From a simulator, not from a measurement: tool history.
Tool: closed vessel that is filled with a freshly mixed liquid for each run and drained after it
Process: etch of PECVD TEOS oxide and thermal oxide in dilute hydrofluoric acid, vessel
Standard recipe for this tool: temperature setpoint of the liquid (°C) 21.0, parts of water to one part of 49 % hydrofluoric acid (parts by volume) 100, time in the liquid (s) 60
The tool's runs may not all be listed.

run,hour,temperature setpoint of the liquid (°C),parts of water to one part of 49 % hydrofluoric acid (parts by volume),time in the liquid (s),wafers since the last listed run,hours since the thermometer was replaced,hours since the hydrofluoric acid flow meter was replaced,hours since the gauge calibration,"read-back film thickness of the PECVD TEOS oxide reference wafer, read on the same gauge (nm)","read-back film thickness of the thermal oxide reference wafer, read on the same gauge (nm)",thickness taken off the PECVD TEOS oxide on a monitor wafer (nm),thickness taken off the thermal oxide on a monitor wafer (nm)
1,0.0,21.0,100,60,0,2381.9,1162.1,1017.2,109.19,129.073,13.71,2.554
2,66.6,21.0,100,60,5548,2448.5,1228.7,1083.8,109.07,128.867,13.53,2.521
3,131.7,21.0,100,60,5423,2513.6,1293.8,1148.9,108.93,128.672,13.47,2.532
4,168.1,21.0,100,60,3032,2550.0,1330.2,1185.3,108.82,128.591,13.63,2.530
5,226.6,21.0,100,60,4873,2608.5,1388.7,1243.8,108.65,128.433,13.49,2.489
6,269.6,21.0,100,60,3582,2651.5,1431.7,1286.8,108.60,128.266,13.44,2.529
7,293.9,21.0,100,60,2024,2675.8,1456.0,1311.1,108.51,128.191,13.51,2.494
8,331.4,21.0,70,60,3123,2713.3,1493.5,1348.6,108.36,128.061,19.64,3.703
9,376.2,18.0,85,45,3732,2758.1,1538.3,1393.4,108.20,127.919,10.69,1.964
10,405.0,21.0,125,40,2399,2786.9,1567.1,1422.2,108.11,127.827,7.03,1.296
# hour 436.4: thermometer replaced
11,458.5,19.5,70,70,4373,22.1,1620.6,1475.7,108.02,127.621,21.83,4.018
12,516.5,19.5,70,70,4831,80.1,1678.6,1533.7,107.83,127.413,21.88,3.987
13,582.0,17.0,85,40,5456,145.6,1744.1,1599.2,107.58,127.163,9.02,1.674
# hour 602.1: gauge calibrated
# hour 622.2: hydrofluoric acid flow meter replaced
14,633.7,21.0,100,30,4223,197.3,11.5,31.6,110.97,131.175,6.80,1.279
15,689.6,19.5,150,50,4656,253.2,67.4,87.5,111.01,131.184,6.80,1.286
16,849.2,21.0,140,60,13295,412.8,227.0,247.1,111.00,131.141,9.48,1.742
17,917.2,22.5,130,80,5664,480.8,295.0,315.1,110.90,131.075,14.72,2.712
18,981.6,21.0,100,60,5364,545.2,359.4,379.5,110.88,131.016,13.87,2.580
19,1033.3,18.0,100,60,4306,596.9,411.1,431.2,110.85,130.951,12.14,2.231
20,1080.1,17.0,65,60,3898,643.7,457.9,478.0,110.75,130.911,18.61,3.461
21,1115.1,21.0,100,60,2915,678.7,492.9,513.0,110.73,130.891,13.86,2.582
22,1169.8,21.0,130,75,4556,733.4,547.6,567.7,110.69,130.793,12.75,2.367
23,1237.1,17.0,65,60,5606,800.7,614.9,635.0,110.62,130.706,18.73,3.385
24,1436.6,21.0,100,60,16619,1000.2,814.4,834.5,110.27,130.334,13.69,2.536
25,1504.9,21.0,100,90,5689,1068.5,882.7,902.8,110.12,130.208,20.73,3.810
26,1576.6,21.0,135,40,5972,1140.2,954.4,974.5,109.96,130.014,6.52,1.210
27,1601.3,19.0,85,60,2057,1164.9,979.1,999.2,109.95,129.955,15.09,2.820

Branching from run 27: 3 alternative next runs. What would each branch give?
A,1602.0,23.5,100,60,58,1165.6,979.8,999.9,?,?,?,?
B,1602.0,23.0,125,35,58,1165.6,979.8,999.9,?,?,?,?
C,1602.0,21.0,100,45,58,1165.6,979.8,999.9,?,?,?,?

run,"read-back film thickness of the PECVD TEOS oxide reference wafer, read on the same gauge (nm)","read-back film thickness of the thermal oxide reference wafer, read on the same gauge (nm)",thickness taken off the PECVD TEOS oxide on a monitor wafer (nm),thickness taken off the thermal oxide on a monitor wafer (nm)
A,109.98,129.954,15.28,2.851
B,109.98,129.954,6.79,1.266
C,109.98,129.954,10.36,1.934
With no hidden state in the tool, these same runs would have given:
run,thickness taken off the PECVD TEOS oxide on a monitor wafer (nm),thickness taken off the thermal oxide on a monitor wafer (nm)
A,15.29,2.852
B,6.79,1.267
C,10.37,1.934
